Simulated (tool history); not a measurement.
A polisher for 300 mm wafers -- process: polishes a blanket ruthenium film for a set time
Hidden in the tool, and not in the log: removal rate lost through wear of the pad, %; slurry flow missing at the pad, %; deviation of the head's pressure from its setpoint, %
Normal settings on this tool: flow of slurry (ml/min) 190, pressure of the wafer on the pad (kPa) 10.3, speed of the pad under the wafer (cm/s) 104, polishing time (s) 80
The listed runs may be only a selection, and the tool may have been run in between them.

run	day	flow of slurry (ml/min)	pressure of the wafer on the pad (kPa)	speed of the pad under the wafer (cm/s)	polishing time (s)	wafers since the last listed run	wafers polished on this pad	hours since the slurry nozzle was cleaned	hours since the head pressure was calibrated	incoming thickness of the incoming film, nm	film removed (Å)
1	0.000	190	10.3	88	80	0	1027	235.8	641.4	366.4	631
# day 2.912: worn pad replaced by a new one
2	2.988	190	10.3	88	80	749	19	307.5	713.1	366.7	675
3	4.404	190	10.3	104	80	376	396	341.5	747.1	371.6	751
4	6.546	190	12.4	104	80	569	965	392.9	798.5	374.5	873
# day 9.046: worn pad replaced by a new one
5	10.025	190	12.4	104	80	880	260	476.4	882.0	366.3	889
6	11.325	190	12.4	104	80	345	605	507.6	913.2	366.7	883
7	13.988	190	10.3	104	80	707	1313	571.5	977.1	366.9	714
# day 15.196: worn pad replaced by a new one
8	16.083	240	12.4	104	80	512	236	621.8	1027.4	372.0	921
9	18.892	190	10.3	104	56	746	982	689.2	1094.8	370.2	500
10	20.262	190	10.3	86	104	364	1346	722.1	1127.7	368.0	772
# day 20.421: head pressure recalibrated
# day 20.754: slurry nozzle cleaned
# day 21.762: worn pad replaced by a new one
11	21.783	190	10.3	104	80	326	5	24.7	32.7	368.4	780
12	23.042	190	7.6	104	57	334	339	54.9	62.9	367.5	391
13	25.292	150	10.3	104	80	597	937	108.9	116.9	369.7	704
# day 26.925: worn pad replaced by a new one
14	27.833	240	10.3	104	80	631	241	169.9	177.9	375.8	767
15	29.654	190	10.3	72	80	483	725	213.6	221.6	369.3	515

Branching from run 15: 5 alternative next runs. What would each branch give?
A	29.675	190	11.7	104	80	5	731	214.1	222.1	370.1	?
B	29.675	190	7.6	104	80	5	731	214.1	222.1	370.1	?
C	29.675	215	7.6	104	100	5	731	214.1	222.1	370.1	?
D	29.675	150	11.7	116	106	5	731	214.1	222.1	370.1	?
E	29.675	150	7.6	104	58	5	731	214.1	222.1	370.1	?

run	film removed (Å)
A	817
B	529
C	671
D	1158
E	372
The same runs, with their run-to-run variation unchanged, on a tool lacking any hidden condition would have given:
run	film removed (Å)
A	901
B	583
C	738
D	1281
E	412

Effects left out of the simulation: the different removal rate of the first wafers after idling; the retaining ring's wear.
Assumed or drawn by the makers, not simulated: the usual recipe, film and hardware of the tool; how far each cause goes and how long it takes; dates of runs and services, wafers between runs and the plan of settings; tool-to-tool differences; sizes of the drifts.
